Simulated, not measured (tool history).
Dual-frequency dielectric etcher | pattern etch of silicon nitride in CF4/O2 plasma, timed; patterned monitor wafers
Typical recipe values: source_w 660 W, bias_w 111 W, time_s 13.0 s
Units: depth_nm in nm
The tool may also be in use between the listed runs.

run   hour  source_w  bias_w  time_s  read-back reference wafer on the same gauge, depth_nm  depth_nm
  1    0.0       690     111    13.0                                                  30.19     28.82
  2   34.3       690     111    13.0                                                  30.21     28.74
  3   67.7       690     111    13.0                                                  30.23     28.79
  4   87.1       660     111    14.5                                                  30.22     30.87
  5  100.7       660     111    14.5                                                  30.23     31.02
  6  120.2       660     111    13.0                                                  30.20     27.82
  7  144.7       660     111    13.0                                                  30.23     27.74
     159.8  -- source power generator calibrated
  8  160.3       660     111    13.0                                                  30.20     27.90
     203.9  -- wet clean of the chamber
     213.1  -- bias power generator calibrated
     223.5  -- upper electrode replaced, of another model than before
  9  224.0       660     111    13.0                                                  30.19     26.46
 10  224.3       560     123    13.0                                                  30.23     24.70
 11  251.6       660     111    13.0                                                  30.19     26.51
 12  266.0       610     111    10.0                                                  30.23     19.57
     268.0  -- gauge calibrated
 13  294.3       800     120    16.5                                                  30.22     38.48
 14  311.5       660     111    13.0                                                  30.20     26.72
 15  329.5       660     100    13.0                                                  30.21     26.33
 16  345.2       660     111    10.0                                                  30.21     20.54
 17  358.5       730      89    13.0                                                  30.21     27.48

Each row is a separate what-if for the run after 17, all from the same tool condition, not one after another. Results?
  A  358.9       660     111    13.0                                                      ?         ?
  B  358.9       620     104    10.5                                                      ?         ?
  C  358.9       780      99    16.5                                                      ?         ?

run  read-back reference wafer on the same gauge, depth_nm  depth_nm
  A                                                  30.21     26.77
  B                                                  30.21     20.63
  C                                                  30.21     36.86
The same runs, with their run-to-run variation unchanged, on a tool lacking any hidden condition would have given:
run  depth_nm
  A     26.41
  B     20.36
  C     36.38

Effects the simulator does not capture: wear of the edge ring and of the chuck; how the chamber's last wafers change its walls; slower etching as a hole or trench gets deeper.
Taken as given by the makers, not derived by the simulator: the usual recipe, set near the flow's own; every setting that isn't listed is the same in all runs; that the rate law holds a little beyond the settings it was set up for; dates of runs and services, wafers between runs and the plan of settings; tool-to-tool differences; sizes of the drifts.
